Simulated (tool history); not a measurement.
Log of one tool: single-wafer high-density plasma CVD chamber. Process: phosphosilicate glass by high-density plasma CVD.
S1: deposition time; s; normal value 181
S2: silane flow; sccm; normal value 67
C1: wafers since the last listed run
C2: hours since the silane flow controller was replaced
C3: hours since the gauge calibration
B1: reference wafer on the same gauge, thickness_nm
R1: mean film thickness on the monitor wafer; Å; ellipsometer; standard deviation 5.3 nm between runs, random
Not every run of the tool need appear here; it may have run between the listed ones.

run	day	S1	S2	C1	C2	C3	B1	R1
1	0.000	181	67	0	2657.8	106.8	1360.598	12635.41
2	1.575	181	67	400	2695.6	144.6	1359.261	12628.89
3	4.754	181	61	809	2771.9	220.9	1357.163	11652.28
4	11.162	181	67	1631	2925.7	374.7	1356.011	12597.48
5	13.988	181	67	719	2993.5	442.5	1360.373	12623.79
6	18.292	181	76	1095	3096.8	545.8	1357.160	14134.67
7	22.000	207	73	944	3185.8	634.8	1358.384	15647.24
8	26.396	207	73	1119	3291.3	740.3	1359.377	15619.46
9	27.975	207	73	402	3329.2	778.2	1360.406	15669.86
# day 28.504: silane flow controller replaced
10	32.442	161	67	1052	94.5	885.4	1356.469	10939.95
11	34.308	181	67	475	139.3	930.2	1358.263	12317.64
12	36.975	181	64	678	203.3	994.2	1359.765	11957.99
13	38.617	181	67	417	242.7	1033.6	1358.915	12284.13
14	42.308	146	57	939	331.3	1122.2	1358.192	8648.80
15	45.621	209	73	843	410.8	1201.7	1359.168	15478.88
16	47.746	181	67	540	461.8	1252.7	1359.063	12354.64
17	51.329	181	67	912	547.8	1338.7	1361.281	12445.65
18	55.517	204	74	1066	648.3	1439.2	1356.449	15471.32
19	58.058	181	67	647	709.3	1500.2	1358.779	12565.33
# day 60.546: gauge calibrated
20	61.042	181	67	759	780.9	11.9	1360.658	12568.36
21	64.588	195	61	902	866.0	97.0	1360.014	12442.51
22	68.896	201	74	1096	969.4	200.4	1359.252	15355.18
23	70.992	154	56	533	1019.7	250.7	1358.665	9212.69
24	74.879	203	58	989	1113.0	344.0	1358.687	12545.98
25	78.867	215	67	1015	1208.7	439.7	1361.398	15112.12

Consider 3 possible next runs. They are alternatives, not a sequence: every one starts from the tool as it was left by run 25. What does each give?
A	78.888	181	71	5	1209.2	440.2	?	?
B	78.888	162	60	5	1209.2	440.2	?	?
C	78.888	198	54	5	1209.2	440.2	?	?

run	B1	R1
A	1360.136	13258.88
B	1360.136	10259.19
C	1360.136	11467.10
Take away the tool's hidden state, keep each run's random variation, and the runs would have read:
run	R1
A	12722.47
B	9844.14
C	11003.18

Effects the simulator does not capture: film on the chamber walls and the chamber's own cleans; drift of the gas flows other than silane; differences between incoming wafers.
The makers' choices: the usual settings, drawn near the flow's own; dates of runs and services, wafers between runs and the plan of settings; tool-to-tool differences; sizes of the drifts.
